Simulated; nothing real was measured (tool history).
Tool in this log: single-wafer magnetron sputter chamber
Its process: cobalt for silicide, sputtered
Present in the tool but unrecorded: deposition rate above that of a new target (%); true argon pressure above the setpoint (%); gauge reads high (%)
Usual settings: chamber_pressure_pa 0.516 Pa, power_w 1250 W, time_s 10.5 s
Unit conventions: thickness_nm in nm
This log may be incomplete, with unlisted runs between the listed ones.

run   hour  chamber_pressure_pa  power_w  time_s  wafers since the last listed run  wafers on the sputter target  hours since the last manometer calibration  hours since the magnet pack was replaced  hours since the gauge calibration  read-back reference wafer on the same gauge, thickness_nm  thickness_nm
  1    0.0                0.516     1250    10.5                                 0                          1540                                      2849.0                                    8626.6                               23.2                                                      6.162         6.720
  2    9.0                0.516     1400    10.5                               234                          1774                                      2858.0                                    8635.6                               32.2                                                      6.158         7.501
  3   25.8                0.516     1400    10.5                               437                          2211                                      2874.8                                    8652.4                               49.0                                                      6.164         7.503
  4   43.2                0.516     1400    10.5                               453                          2664                                      2892.2                                    8669.8                               66.4                                                      6.161         7.494
  5   50.6                0.516     1250    10.5                               192                          2857                                      2899.6                                    8677.2                               73.8                                                      6.159         6.677
  6   66.7                0.516     1100    10.5                               419                          3276                                      2915.7                                    8693.3                               89.9                                                      6.161         5.881
      81.9  -- capacitance manometer re-zeroed and calibrated
  7   82.4                0.516     1100    10.5                               200                          3477                                         0.5                                    8709.0                              105.6                                                      6.162         5.860
  8   87.5                0.516     1250    10.5                               132                          3610                                         5.6                                    8714.1                              110.7                                                      6.157         6.644
     108.6  -- sputter target and shields replaced
  9  109.1                0.516     1250     9.3                               354                            11                                        27.2                                    8735.7                              132.3                                                      6.162         5.952
     118.8  -- magnet pack replaced
 10  119.3                0.516     1400    10.5                                57                            69                                        37.4                                       0.5                              142.5                                                      6.160         7.546
 11  124.3                0.516     1400     9.3                               130                           199                                        42.4                                       5.5                              147.5                                                      6.162         6.684
 12  137.7                0.601     1250    12.5                               348                           548                                        55.8                                      18.9                              160.9                                                      6.153         7.666
 13  144.7                0.349     1250    10.5                               182                           730                                        62.8                                      25.9                              167.9                                                      6.164         7.310
     144.8  -- gauge calibrated
 14  160.4                0.516     1250    10.5                               408                          1139                                        78.5                                      41.6                               15.6                                                      6.164         6.697
 15  177.6                0.583     1050    10.5                               447                          1587                                        95.7                                      58.8                               32.8                                                      6.162         5.457
 16  194.8                0.366     1350    11.8                               447                          2035                                       112.9                                      76.0                               50.0                                                      6.159         8.775

Entry by entry between the runs, the difference in hidden state between the last listed run before and the first listed run after:
Between runs 6 and 7: capacitance manometer re-zeroed and calibrated (hour 81.9)
  deposition rate above that of a new target (%): -0.868 -> -1.06
  difference, measured minus the result without the unlogged condition, thickness_nm: -0.051 -> -0.063 nm
Between runs 8 and 9: sputter target and shields replaced (hour 108.6)
  deposition rate above that of a new target (%): -1.12 -> -0.0664
  difference, measured minus the result without the unlogged condition, thickness_nm: -0.076 -> -0.004 nm
Between runs 9 and 10: magnet pack replaced (hour 118.8)
  deposition rate above that of a new target (%): -0.0664 -> -0.0715
  difference, measured minus the result without the unlogged condition, thickness_nm: -0.004 -> -0.005 nm
Between runs 13 and 14: gauge calibrated (hour 144.8)
  deposition rate above that of a new target (%): -0.125 -> -0.187
  difference, measured minus the result without the unlogged condition, thickness_nm: -0.009 -> -0.012 nm

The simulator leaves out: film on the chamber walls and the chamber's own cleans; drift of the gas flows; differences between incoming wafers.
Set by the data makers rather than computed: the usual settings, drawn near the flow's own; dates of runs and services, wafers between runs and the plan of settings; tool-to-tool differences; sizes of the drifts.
